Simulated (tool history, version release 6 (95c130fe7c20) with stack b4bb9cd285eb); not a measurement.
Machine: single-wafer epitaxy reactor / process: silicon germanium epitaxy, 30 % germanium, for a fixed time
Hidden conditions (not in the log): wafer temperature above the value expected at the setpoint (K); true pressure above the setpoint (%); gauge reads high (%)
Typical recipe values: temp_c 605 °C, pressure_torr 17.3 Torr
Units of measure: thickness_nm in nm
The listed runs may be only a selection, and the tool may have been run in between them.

| run | hour | temp_c | pressure_torr | wafers since the last listed run | hours since the last pyrometer calibration | hours since the last manometer calibration | hours since the showerhead was replaced | hours since the gauge calibration | read-back reference wafer on the same gauge, thickness_nm | thickness_nm |
|---|---|---|---|---|---|---|---|---|---|---|
| 1 | 0.0 | 605 | 17.3 | 0 | 2265.9 | 2467.3 | 5254.1 | 242.9 | 53.614 | 69.419 |
| 2 | 14.7 | 605 | 17.3 | 268 | 2280.6 | 2482.0 | 5268.8 | 257.6 | 53.606 | 68.835 |
| 3 | 26.9 | 605 | 17.3 | 222 | 2292.8 | 2494.2 | 5281.0 | 269.8 | 53.580 | 68.744 |
| 4 | 36.9 | 605 | 14.3 | 182 | 2302.8 | 2504.2 | 5291.0 | 279.8 | 53.557 | 63.729 |
| 5 | 53.1 | 605 | 14.3 | 295 | 2319.0 | 2520.4 | 5307.2 | 296.0 | 53.598 | 63.295 |
| 6 | 71.0 | 605 | 14.3 | 326 | 2336.9 | 2538.3 | 5325.1 | 313.9 | 53.582 | 64.089 |
| 7 | 88.3 | 617 | 17.3 | 315 | 2354.2 | 2555.6 | 5342.4 | 331.2 | 53.574 | 87.497 |
|  | 101.1 | capacitance manometer re-zeroed and calibrated |
| 8 | 101.6 | 605 | 15.2 | 96 | 2367.5 | 0.5 | 5355.7 | 344.5 | 53.601 | 66.017 |
| 9 | 106.9 | 605 | 15.2 | 96 | 2372.8 | 5.8 | 5361.0 | 349.8 | 53.569 | 65.809 |
| 10 | 116.7 | 594 | 19.4 | 178 | 2382.6 | 15.6 | 5370.8 | 359.6 | 53.606 | 58.515 |
| 11 | 129.5 | 594 | 19.4 | 233 | 2395.4 | 28.4 | 5383.6 | 372.4 | 53.603 | 58.813 |
| 12 | 145.3 | 605 | 17.3 | 288 | 2411.2 | 44.2 | 5399.4 | 388.2 | 53.613 | 69.836 |
| 13 | 160.7 | 605 | 17.3 | 280 | 2426.6 | 59.6 | 5414.8 | 403.6 | 53.593 | 69.565 |
| 14 | 170.2 | 605 | 17.3 | 173 | 2436.1 | 69.1 | 5424.3 | 413.1 | 53.606 | 70.357 |
| 15 | 177.4 | 595 | 14.0 | 131 | 2443.3 | 76.3 | 5431.5 | 420.3 | 53.604 | 51.420 |
| 16 | 191.1 | 601 | 18.7 | 249 | 2457.0 | 90.0 | 5445.2 | 434.0 | 53.616 | 67.116 |
| 17 | 204.4 | 605 | 17.3 | 242 | 2470.3 | 103.3 | 5458.5 | 447.3 | 53.602 | 69.912 |
| 18 | 217.0 | 615 | 13.6 | 229 | 2482.9 | 115.9 | 5471.1 | 459.9 | 53.619 | 76.724 |

For run 19, what comes out?
| 19 | 228.3 | 600 | 19.3 | 206 | 2494.2 | 127.2 | 5482.4 | 471.2 | ? | ? |

Run 19 came out at read-back reference wafer on the same gauge, thickness_nm 53.586, thickness_nm 66.008 nm.
On a tool with no hidden condition, and with the same random variation, this run would have come out at thickness_nm 58.472 nm.
